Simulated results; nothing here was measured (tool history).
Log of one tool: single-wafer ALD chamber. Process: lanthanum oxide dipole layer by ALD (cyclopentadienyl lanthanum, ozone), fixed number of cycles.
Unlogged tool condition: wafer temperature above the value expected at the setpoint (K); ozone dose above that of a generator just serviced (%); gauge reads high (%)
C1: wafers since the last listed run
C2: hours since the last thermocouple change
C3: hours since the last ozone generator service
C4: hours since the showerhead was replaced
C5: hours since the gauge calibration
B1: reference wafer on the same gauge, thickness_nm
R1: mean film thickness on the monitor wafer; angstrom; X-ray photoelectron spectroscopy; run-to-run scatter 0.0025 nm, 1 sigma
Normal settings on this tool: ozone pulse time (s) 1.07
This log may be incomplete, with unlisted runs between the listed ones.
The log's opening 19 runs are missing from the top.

Run 20, hour 421.7: usual settings but ozone pulse time (s) 0.77; C1 214; C2 17.3; C3 940.5; C4 138.3; C5 19; B1 0.598. Result: R1 4.53 angstrom.
Run 21, hour 455.2: usual settings but ozone pulse time (s) 0.93; C1 462; C2 50.8; C3 974; C4 171.8; C5 52.5; B1 0.598. Result: R1 4.72 angstrom.
Run 22, hour 473.4: usual settings but ozone pulse time (s) 1.32; C1 251; C2 69; C3 992.2; C4 190; C5 70.7; B1 0.597. Result: R1 5.07 angstrom.
Run 23, hour 507.3: usual settings but ozone pulse time (s) 0.87; C1 468; C2 102.9; C3 1026.1; C4 223.9; C5 104.6; B1 0.599. Result: R1 4.59 angstrom.
At hour 521.7: ozone generator serviced.
Run 24, hour 531.5: usual settings but ozone pulse time (s) 0.73; C1 223; C2 127.1; C3 9.8; C4 248.1; C5 128.8; B1 0.598. Result: R1 4.74 angstrom.
Run 25, hour 556.5: usual settings; C1 345; C2 152.1; C3 34.8; C4 273.1; C5 153.8; B1 0.599. Result: R1 5.1 angstrom.
Run 26, hour 581.5: usual settings but ozone pulse time (s) 0.74; C1 345; C2 177.1; C3 59.8; C4 298.1; C5 178.8; B1 0.599. Result: R1 4.75 angstrom.
Run 27, hour 614.5: usual settings but ozone pulse time (s) 0.65; C1 455; C2 210.1; C3 92.8; C4 331.1; C5 211.8; B1 0.599. Result: R1 4.59 angstrom.
Run 28, hour 637.5: usual settings; C1 317; C2 233.1; C3 115.8; C4 354.1; C5 234.8; B1 0.599. Result: R1 5.07 angstrom.
Run 29, hour 656: usual settings but ozone pulse time (s) 1.46; C1 255; C2 251.6; C3 134.3; C4 372.6; C5 253.3; B1 0.598. Result: R1 5.38 angstrom.
Run 30, hour 684.4: usual settings but ozone pulse time (s) 1.38; C1 392; C2 280; C3 162.7; C4 401; C5 281.7; B1 0.6. Result: R1 5.35 angstrom.
Run 31, hour 705.9: usual settings; C1 297; C2 301.5; C3 184.2; C4 422.5; C5 303.2; B1 0.599. Result: R1 5.06 angstrom.

Alternative continuations, all from the tool just after run 31; predict every row:
Run A, hour 706.3: usual settings; C1 5; C2 301.9; C3 184.6; C4 422.9; C5 303.6; B1 ?. Result: R1 ?.
Run B, hour 706.3: usual settings but ozone pulse time (s) 0.82; C1 5; C2 301.9; C3 184.6; C4 422.9; C5 303.6; B1 ?. Result: R1 ?.
Run C, hour 706.3: usual settings but ozone pulse time (s) 1.35; C1 5; C2 301.9; C3 184.6; C4 422.9; C5 303.6; B1 ?. Result: R1 ?.
Run D, hour 706.3: usual settings but ozone pulse time (s) 1.26; C1 5; C2 301.9; C3 184.6; C4 422.9; C5 303.6; B1 ?. Result: R1 ?.
Run E, hour 706.3: usual settings but ozone pulse time (s) 1.49; C1 5; C2 301.9; C3 184.6; C4 422.9; C5 303.6; B1 ?. Result: R1 ?.

run     B1    R1
  A  0.599  5.06
  B  0.599   4.8
  C  0.599  5.28
  D  0.599  5.22
  E  0.599  5.37
What these runs would have given with no unlogged condition in the tool:
run    R1
  A  5.15
  B   4.9
  C  5.36
  D   5.3
  E  5.44
